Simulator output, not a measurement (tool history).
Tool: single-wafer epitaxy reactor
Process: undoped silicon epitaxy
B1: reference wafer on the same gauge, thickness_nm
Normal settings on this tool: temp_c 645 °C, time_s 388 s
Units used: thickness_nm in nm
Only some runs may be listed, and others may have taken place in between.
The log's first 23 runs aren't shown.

{"run": 24, "hour": 1221.7, "temp_c": 645, "time_s": 388, "B1": 58.766, "thickness_nm": 55.67}
{"hour": 1240.1, "done": "gauge calibrated"}
{"run": 25, "hour": 1278.2, "temp_c": 654, "time_s": 311, "B1": 58.816, "thickness_nm": 55.9}
{"run": 26, "hour": 1325.5, "temp_c": 645, "time_s": 440, "B1": 58.839, "thickness_nm": 62.94}
{"run": 27, "hour": 1374.2, "temp_c": 645, "time_s": 333, "B1": 58.795, "thickness_nm": 47.61}
{"run": 28, "hour": 1406.4, "temp_c": 645, "time_s": 388, "B1": 58.831, "thickness_nm": 55.738}
{"run": 29, "hour": 1456.2, "temp_c": 633, "time_s": 445, "B1": 58.863, "thickness_nm": 47.046}
{"run": 30, "hour": 1507.3, "temp_c": 645, "time_s": 388, "B1": 58.766, "thickness_nm": 55.805}
{"run": 31, "hour": 1564.9, "temp_c": 651, "time_s": 360, "B1": 58.818, "thickness_nm": 60.297}
{"run": 32, "hour": 1619.0, "temp_c": 645, "time_s": 346, "B1": 58.785, "thickness_nm": 49.465}
{"run": 33, "hour": 1659.0, "temp_c": 636, "time_s": 388, "B1": 58.664, "thickness_nm": 43.99}
{"run": 34, "hour": 1715.2, "temp_c": 651, "time_s": 360, "B1": 58.85, "thickness_nm": 59.452}
{"run": 35, "hour": 1750.5, "temp_c": 645, "time_s": 388, "B1": 58.801, "thickness_nm": 55.408}
{"run": 36, "hour": 1801.0, "temp_c": 645, "time_s": 366, "B1": 58.81, "thickness_nm": 52.065}
{"run": 37, "hour": 1842.4, "temp_c": 650, "time_s": 449, "B1": 58.734, "thickness_nm": 72.732}

3 ways to go on from here, each from the tool as it stands after run 37. What would each give?
{"run": "A", "hour": 1842.9, "temp_c": 653, "time_s": 388, "B1": "?", "thickness_nm": "?"}
{"run": "B", "hour": 1842.9, "temp_c": 631, "time_s": 420, "B1": "?", "thickness_nm": "?"}
{"run": "C", "hour": 1842.9, "temp_c": 650, "time_s": 439, "B1": "?", "thickness_nm": "?"}

run=A B1=58.818 thickness_nm=67.577
run=B B1=58.818 thickness_nm=41.917
run=C B1=58.818 thickness_nm=70.995
The same runs, with their run-to-run variation unchanged, on a tool lacking any hidden condition would have given:
run=A thickness_nm=67.764
run=B thickness_nm=42.04
run=C thickness_nm=71.193
